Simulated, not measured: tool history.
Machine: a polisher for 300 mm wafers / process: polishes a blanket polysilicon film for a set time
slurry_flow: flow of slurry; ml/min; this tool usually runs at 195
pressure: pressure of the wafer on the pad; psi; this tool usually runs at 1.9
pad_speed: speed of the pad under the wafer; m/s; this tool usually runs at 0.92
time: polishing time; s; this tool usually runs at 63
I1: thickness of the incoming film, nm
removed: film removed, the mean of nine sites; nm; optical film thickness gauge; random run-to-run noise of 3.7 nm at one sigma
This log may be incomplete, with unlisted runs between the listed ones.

Run 1, hour 0.0: usual settings but pressure 2.4 psi; I1 898.0. Result: removed 489.2 nm.
At hour 26.6: worn pad replaced by a new one.
Run 2, hour 30.5: usual settings but pressure 2.4 psi; I1 916.8. Result: removed 482.6 nm.
Run 3, hour 44.2: usual settings but pressure 2.4 psi; I1 911.7. Result: removed 474.0 nm.
Run 4, hour 58.9: usual settings but pad_speed 1.02 m/s, time 69 s; I1 910.9. Result: removed 462.6 nm.
Run 5, hour 79.3: usual settings but pad_speed 1.02 m/s, time 69 s; I1 910.7. Result: removed 475.6 nm.
Run 6, hour 99.4: usual settings; I1 889.3. Result: removed 380.8 nm.
At hour 117.4: worn pad replaced by a new one, of another model than before.
Run 7, hour 135.3: usual settings; I1 917.1. Result: removed 373.8 nm.
Run 8, hour 167.2: usual settings but slurry_flow 240 ml/min; I1 903.5. Result: removed 384.6 nm.
Run 9, hour 195.1: usual settings; I1 918.6. Result: removed 370.3 nm.
At hour 215.4: worn pad replaced by a new one.
At hour 220.0: slurry nozzle cleaned.
Run 10, hour 226.9: usual settings but pad_speed 0.68 m/s; I1 914.4. Result: removed 321.3 nm.
Run 11, hour 245.4: usual settings but pressure 1.7 psi, pad_speed 0.66 m/s, time 71 s; I1 914.4. Result: removed 331.8 nm.
Run 12, hour 280.9: usual settings but time 77 s; I1 904.2. Result: removed 456.4 nm.
At hour 288.6: head pressure recalibrated.
At hour 309.5: worn pad replaced by a new one.
Run 13, hour 310.0: usual settings but pad_speed 0.74 m/s, time 49 s; I1 912.8. Result: removed 248.1 nm.
Run 14, hour 328.2: usual settings but slurry_flow 235 ml/min; I1 903.1. Result: removed 359.7 nm.
Run 15, hour 348.0: usual settings but pad_speed 1.02 m/s, time 69 s; I1 918.4. Result: removed 416.0 nm.
Run 16, hour 376.1: usual settings but pad_speed 1.08 m/s, time 45 s; I1 902.3. Result: removed 277.7 nm.

Predict the results of run 17:
At hour 393.2: worn pad replaced by a new one.
Run 17, hour 411.0: usual settings but slurry_flow 220 ml/min; I1 921.7. Result: removed ?.

For run 17 the tool returned removed 365.7 nm.
Without the tool's hidden state the same run would have given removed 354.4 nm.
